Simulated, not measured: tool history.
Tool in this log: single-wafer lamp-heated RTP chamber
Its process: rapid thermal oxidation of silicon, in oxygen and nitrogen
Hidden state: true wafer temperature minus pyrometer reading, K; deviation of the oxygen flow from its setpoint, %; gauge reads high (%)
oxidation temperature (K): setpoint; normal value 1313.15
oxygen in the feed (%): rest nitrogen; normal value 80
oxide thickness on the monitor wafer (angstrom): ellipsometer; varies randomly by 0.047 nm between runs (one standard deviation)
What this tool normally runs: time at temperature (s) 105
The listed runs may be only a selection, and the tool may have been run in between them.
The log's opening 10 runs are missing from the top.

| run | hour | oxidation temperature (K) | time at temperature (s) | oxygen in the feed (%) | wafers since the last listed run | wafers since the last pyrometer calibration | hours since the oxygen flow controller was replaced | hours since the gauge calibration | read-back reference wafer on the same gauge, thickness | oxide thickness on the monitor wafer (angstrom) |
|---|---|---|---|---|---|---|---|---|---|---|
| 11 | 1095.8 | 1313.15 | 105 | 80 | 483 | 3530 | 6506.0 | 4059.9 | 8.565 | 96.69 |
| 12 | 1141.3 | 1313.15 | 105 | 80 | 306 | 3837 | 6551.5 | 4105.4 | 8.560 | 94.84 |
| 13 | 1180.0 | 1313.15 | 105 | 80 | 260 | 4098 | 6590.2 | 4144.1 | 8.567 | 95.98 |
| 14 | 1287.0 | 1313.15 | 105 | 80 | 721 | 4820 | 6697.2 | 4251.1 | 8.557 | 97.26 |
|  | 1359.4 | pyrometer window cleaned and pyrometer calibrated |
| 15 | 1359.9 | 1283.15 | 132 | 80 | 437 | 3 | 6770.1 | 4324.0 | 8.560 | 82.99 |
| 16 | 1432.4 | 1340.15 | 105 | 80 | 488 | 492 | 6842.6 | 4396.5 | 8.551 | 111.67 |
| 17 | 1500.8 | 1330.15 | 68 | 80 | 461 | 953 | 6911.0 | 4464.9 | 8.558 | 86.36 |
| 18 | 1551.4 | 1328.15 | 56 | 56 | 341 | 1294 | 6961.6 | 4515.5 | 8.548 | 68.57 |
| 19 | 1619.4 | 1313.15 | 105 | 80 | 458 | 1753 | 7029.6 | 4583.5 | 8.564 | 93.57 |
|  | 1672.8 | gauge calibrated |
| 20 | 1702.3 | 1294.15 | 126 | 80 | 559 | 2312 | 7112.5 | 29.5 | 8.559 | 89.45 |
| 21 | 1738.4 | 1313.15 | 147 | 71 | 243 | 2555 | 7148.6 | 65.6 | 8.559 | 106.14 |
| 22 | 1814.5 | 1288.15 | 141 | 98 | 513 | 3069 | 7224.7 | 141.7 | 8.561 | 97.98 |
|  | 1924.3 | oxygen flow controller replaced |
| 23 | 1924.8 | 1313.15 | 105 | 80 | 689 | 3758 | 0.5 | 252.0 | 8.560 | 95.38 |
| 24 | 1964.0 | 1313.15 | 105 | 80 | 264 | 4023 | 39.7 | 291.2 | 8.558 | 96.52 |
| 25 | 2009.0 | 1305.15 | 105 | 98 | 303 | 4326 | 84.7 | 336.2 | 8.562 | 97.82 |
| 26 | 2051.6 | 1294.15 | 64 | 93 | 287 | 4614 | 127.3 | 378.8 | 8.560 | 71.66 |
| 27 | 2088.0 | 1284.15 | 137 | 98 | 245 | 4859 | 163.7 | 415.2 | 8.570 | 95.79 |
| 28 | 2180.3 | 1313.15 | 88 | 98 | 622 | 5481 | 256.0 | 507.5 | 8.563 | 96.47 |
| 29 | 2236.2 | 1302.15 | 74 | 80 | 376 | 5858 | 311.9 | 563.4 | 8.561 | 77.44 |
|  | 2286.9 | pyrometer window cleaned and pyrometer calibrated |
| 30 | 2313.9 | 1339.15 | 134 | 98 | 470 | 182 | 389.6 | 641.1 | 8.555 | 133.49 |
| 31 | 2364.1 | 1343.15 | 105 | 80 | 338 | 520 | 439.8 | 691.3 | 8.563 | 113.20 |
| 32 | 2418.7 | 1329.15 | 105 | 80 | 368 | 888 | 494.4 | 745.9 | 8.560 | 103.90 |

Expected results for the next run?
| 33 | 2512.8 | 1299.15 | 121 | 57 | 634 | 1523 | 588.5 | 840.0 | ? | ? |

{"run 33": {"read-back reference wafer on the same gauge, thickness": 8.548, "oxide thickness on the monitor wafer (angstrom)": 80.28}}
Without the tool's hidden state the same run would have given oxide thickness on the monitor wafer (angstrom) 78.70.
